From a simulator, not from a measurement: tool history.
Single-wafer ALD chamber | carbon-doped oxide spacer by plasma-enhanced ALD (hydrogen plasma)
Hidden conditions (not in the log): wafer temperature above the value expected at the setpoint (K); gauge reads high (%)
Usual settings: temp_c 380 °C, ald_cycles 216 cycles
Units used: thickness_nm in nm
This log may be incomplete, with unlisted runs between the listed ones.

run,day,temp_c,ald_cycles,wafers since the last listed run,hours since the last thermocouple change,hours since the gauge calibration,"read-back reference wafer on the same gauge, thickness_nm",thickness_nm
1,0.000,380,216,0,243.9,523.5,11.822,11.570
2,2.733,380,216,110,309.5,589.1,11.825,11.530
3,6.067,380,216,134,389.5,669.1,11.802,11.469
4,8.917,384,216,115,457.9,737.5,11.803,11.488
5,11.775,384,216,115,526.5,806.1,11.804,11.496
6,15.612,380,216,155,618.6,898.2,11.811,11.428
7,19.033,380,216,138,700.7,980.3,11.790,11.477
8,22.454,380,216,138,782.8,1062.4,11.808,11.499
9,25.862,380,216,137,864.6,1144.2,11.806,11.472
10,28.908,375,247,123,937.7,1217.3,11.819,13.112
11,31.842,380,216,118,1008.1,1287.7,11.821,11.504
# day 33.467: thermocouple changed; heater temperature recalibrated
12,34.062,385,216,76,14.3,1341.0,11.810,11.485
13,37.338,373,201,132,92.9,1419.6,11.799,10.682
14,40.400,393,257,123,166.4,1493.1,11.800,13.648
# day 41.921: gauge calibrated
15,43.208,374,232,113,233.8,30.9,11.781,12.390
16,46.021,385,190,113,301.3,98.4,11.803,10.139
17,48.433,393,202,97,359.2,156.3,11.812,10.750
18,51.104,380,216,107,423.3,220.4,11.811,11.507
19,55.546,380,216,179,529.9,327.0,11.784,11.532
20,58.208,391,249,107,593.8,390.9,11.799,13.243
21,60.100,380,216,76,639.2,436.3,11.793,11.600
22,64.025,393,250,158,733.4,530.5,11.816,13.241
23,67.779,387,246,151,823.5,620.6,11.822,13.196

Entry by entry between the runs, the difference in hidden state between the last listed run before and the first listed run after:
Between runs 11 and 12: thermocouple changed; heater temperature recalibrated (day 33.467)
  the hidden state is the same at both runs
Between runs 14 and 15: gauge calibrated (day 41.921)
  the hidden state is the same at both runs
